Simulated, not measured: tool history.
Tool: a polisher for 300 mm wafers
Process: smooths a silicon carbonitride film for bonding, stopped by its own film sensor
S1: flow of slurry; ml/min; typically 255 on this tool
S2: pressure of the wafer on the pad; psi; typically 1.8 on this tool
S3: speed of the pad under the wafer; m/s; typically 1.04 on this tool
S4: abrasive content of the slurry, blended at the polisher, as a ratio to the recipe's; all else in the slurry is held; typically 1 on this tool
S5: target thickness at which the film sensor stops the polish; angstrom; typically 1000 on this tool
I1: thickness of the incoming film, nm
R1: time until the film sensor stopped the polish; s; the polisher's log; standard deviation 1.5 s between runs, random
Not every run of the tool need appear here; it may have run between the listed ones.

run 1 hour=0 | S1=255 S2=1.8 S3=1.04 S4=0.8 S5=1000 | I1=120.4 | R1=128
run 2 hour=11.2 | S1=255 S2=1.8 S3=1.04 S4=0.8 S5=1000 | I1=118.9 | R1=118.7
run 3 hour=26.1 | S1=255 S2=1.8 S3=1.04 S4=1 S5=1000 | I1=118.9 | R1=104.5
-- hour=38.9 worn pad replaced by a new one
run 4 hour=39.4 | S1=255 S2=1.8 S3=1.04 S4=1 S5=1000 | I1=119.5 | R1=106
-- hour=56.6 slurry blender recalibrated
run 5 hour=57.1 | S1=255 S2=1.8 S3=1.04 S4=1 S5=1000 | I1=120.1 | R1=88.2
run 6 hour=64.9 | S1=255 S2=1.8 S3=1.04 S4=1 S5=1000 | I1=120.6 | R1=91
run 7 hour=74.4 | S1=255 S2=1.8 S3=1.28 S4=1 S5=1000 | I1=120.2 | R1=76.6
run 8 hour=89.1 | S1=255 S2=1.8 S3=1.28 S4=1 S5=1000 | I1=117.5 | R1=68.1
run 9 hour=99.6 | S1=255 S2=1.8 S3=1.28 S4=1 S5=1000 | I1=122.4 | R1=86
run 10 hour=113.3 | S1=255 S2=1.8 S3=1.04 S4=1 S5=1000 | I1=121.7 | R1=102.9
run 11 hour=121.7 | S1=255 S2=1.8 S3=1.04 S4=1 S5=1000 | I1=119.4 | R1=93.2
-- hour=127.8 worn pad replaced by a new one
run 12 hour=133.9 | S1=255 S2=1.8 S3=1.04 S4=1 S5=1000 | I1=118.9 | R1=91.6
run 13 hour=143.4 | S1=255 S2=1.8 S3=1.24 S4=1 S5=1000 | I1=119.7 | R1=83
run 14 hour=149.5 | S1=340 S2=2.3 S3=1.04 S4=0.85 S5=1000 | I1=120 | R1=89.1
-- hour=150.7 slurry nozzle cleaned
run 15 hour=162 | S1=255 S2=2.4 S3=0.78 S4=1 S5=1000 | I1=120 | R1=96.5
run 16 hour=179.8 | S1=255 S2=2 S3=1.04 S4=1.25 S5=1000 | I1=120.5 | R1=84.1
run 17 hour=195.9 | S1=255 S2=1.8 S3=1.04 S4=1 S5=1000 | I1=119.1 | R1=94.9
-- hour=198.5 head pressure recalibrated
run 18 hour=210 | S1=255 S2=1.8 S3=1.04 S4=1 S5=1040 | I1=119.2 | R1=75
run 19 hour=222.3 | S1=255 S2=1.8 S3=1.04 S4=1 S5=1000 | I1=120.1 | R1=102.4
-- hour=227.5 worn pad replaced by a new one
run 20 hour=234.4 | S1=310 S2=1.2 S3=1.04 S4=1 S5=1000 | I1=118.6 | R1=133.3
run 21 hour=240.9 | S1=255 S2=1.8 S3=1.04 S4=1 S5=1000 | I1=119 | R1=99.3
run 22 hour=251.2 | S1=255 S2=1.8 S3=1.04 S4=1 S5=1000 | I1=120.2 | R1=106.5
run 23 hour=257.8 | S1=290 S2=1.8 S3=1.04 S4=1 S5=970 | I1=121.1 | R1=124.9
run 24 hour=272.4 | S1=170 S2=1.8 S3=1.16 S4=1.1 S5=1000 | I1=120.2 | R1=95.3
run 25 hour=284.6 | S1=180 S2=1.8 S3=1.04 S4=1 S5=930 | I1=121.1 | R1=149.6
-- hour=298.3 slurry blender recalibrated
run 26 hour=306.3 | S1=255 S2=1.8 S3=1.04 S4=0.85 S5=970 | I1=117.8 | R1=102.2
-- hour=317 worn pad replaced by a new one
run 27 hour=317.5 | S1=255 S2=1.8 S3=1.04 S4=0.7 S5=1000 | I1=120.5 | R1=122.3
run 28 hour=323.4 | S1=255 S2=1.2 S3=1.04 S4=1 S5=1000 | I1=120.7 | R1=131.6
run 29 hour=334.1 | S1=255 S2=1.8 S3=1.04 S4=1 S5=960 | I1=121.6 | R1=118
run 30 hour=349.8 | S1=185 S2=1.8 S3=1.38 S4=1 S5=1000 | I1=118.3 | R1=72.8

Here are 4 independent what-if runs from the current tool condition. What would each one return?
run A hour=350.2 | S1=255 S2=1.8 S3=1.04 S4=1 S5=1000 | I1=119.7 | R1=?
run B hour=350.2 | S1=255 S2=1.8 S3=0.92 S4=1 S5=970 | I1=119.7 | R1=?
run C hour=350.2 | S1=180 S2=1.8 S3=1.04 S4=1 S5=970 | I1=119.7 | R1=?
run D hour=350.2 | S1=255 S2=1.8 S3=1.04 S4=1 S5=1020 | I1=119.7 | R1=?

run=A R1=91.8
run=B R1=116.6
run=C R1=111.1
run=D R1=82.5
With the hidden condition removed and each run's random variation left untouched, the same runs would have given:
run=A R1=82.9
run=B R1=105.4
run=C R1=100.4
run=D R1=74.5

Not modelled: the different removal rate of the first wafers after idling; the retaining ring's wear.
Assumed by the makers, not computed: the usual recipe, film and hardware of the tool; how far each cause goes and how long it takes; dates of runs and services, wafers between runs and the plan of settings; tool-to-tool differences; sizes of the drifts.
